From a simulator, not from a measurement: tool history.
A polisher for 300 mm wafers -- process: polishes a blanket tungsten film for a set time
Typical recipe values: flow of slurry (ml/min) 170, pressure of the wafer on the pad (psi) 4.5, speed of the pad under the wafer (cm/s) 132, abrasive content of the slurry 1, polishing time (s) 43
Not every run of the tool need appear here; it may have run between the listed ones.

run	hour	flow of slurry (ml/min)	pressure of the wafer on the pad (psi)	speed of the pad under the wafer (cm/s)	abrasive content of the slurry	polishing time (s)	wafers since the last listed run	wafers polished on this pad	hours since the slurry nozzle was cleaned	hours since the head pressure was calibrated	hours since the slurry blender was calibrated	hours since the slurry got fresh peroxide	incoming thickness of the incoming film, nm	film removed (nm)
1	0	170	4.5	132	1	43	0	1386	126.5	1059.2	145.7	121.8	899.2	368.8
2	30.6	170	4.5	132	1	43	407	1793	157.1	1089.8	176.3	152.4	905.1	367.1
# hour 43.1: slurry tank refilled with fresh slurry and peroxide
# hour 49.9: slurry blender recalibrated
3	56.8	170	4.5	132	1	43	309	2103	183.3	1116	6.9	13.7	898.6	367.2
# hour 82.4: worn pad replaced by a new one
4	87.5	170	4.5	132	1	43	355	67	214	1146.7	37.6	44.4	909.2	364.2
5	122.4	170	4.5	132	1	43	465	532	248.9	1181.6	72.5	79.3	896.7	365.9
6	167.2	170	4.5	132	1	43	597	1129	293.7	1226.4	117.3	124.1	901.6	372.3
# hour 220.7: slurry tank refilled with fresh slurry and peroxide
7	235.6	170	4.5	132	1	43	898	2028	362.1	1294.8	185.7	14.9	920.7	366.7
# hour 239.8: slurry blender recalibrated
# hour 272.4: worn pad replaced by a new one
8	275.8	170	4.5	132	1	43	455	45	402.3	1335	36	55.1	911.5	374
9	320.2	170	4.5	132	1	43	591	636	446.7	1379.4	80.4	99.5	901.2	367.2
10	349.9	170	4.5	132	1	43	395	1032	476.4	1409.1	110.1	129.2	917.3	363.8
11	391.7	170	4.5	132	1	43	557	1589	518.2	1450.9	151.9	171	912.3	366.8
# hour 406.7: slurry tank refilled with fresh slurry and peroxide
12	421.4	170	4.5	108	1.15	43	382	1972	547.9	1480.6	181.6	14.7	918.8	311.3
# hour 435.6: worn pad replaced by a new one
# hour 455.2: slurry blender recalibrated
# hour 470.3: slurry nozzle cleaned
13	479.6	170	4.5	176	0.8	43	682	546	9.3	1538.8	24.4	72.9	911	471.2
14	515.8	170	4.5	132	1	43	482	1028	45.5	1575	60.6	109.1	899.6	366.4
# hour 554.7: head pressure recalibrated
# hour 557.7: slurry tank refilled with fresh slurry and peroxide
15	587.7	170	4.5	132	0.8	43	918	1947	117.4	33	132.5	30	905.8	351.8
# hour 628.2: worn pad replaced by a new one
# hour 650.1: slurry blender recalibrated
16	654.9	170	5.8	100	0.7	28	815	329	184.6	100.2	4.8	97.2	897.8	216.7
17	707.2	170	4.5	132	1	43	697	1026	236.9	152.5	57.1	149.5	912	366.8
# hour 721.5: slurry tank refilled with fresh slurry and peroxide
18	748.5	170	4.5	132	1	43	537	1563	278.2	193.8	98.4	27	912.2	369.6
# hour 778.5: worn pad replaced by a new one
19	781	120	3	132	1	43	379	33	310.7	226.3	130.9	59.5	915.3	233.7
20	843.5	170	4.5	132	1	55	832	866	373.2	288.8	193.4	122	901.9	478.6
# hour 847: slurry blender recalibrated
21	869.8	150	4.5	132	1	43	323	1190	399.5	315.1	22.8	148.3	922.5	361.1

List, for all runs, the conditions of the tool that the log does not record:
removal rate lost through wear of the pad, %: 0 across all the runs
slurry flow missing at the pad, %: 0 across all the runs
deviation of the head's pressure from its setpoint, %: 0 across all the runs
abrasive missing from the slurry, %: 0 across all the runs
peroxide lost from the slurry, %: 0 across all the runs
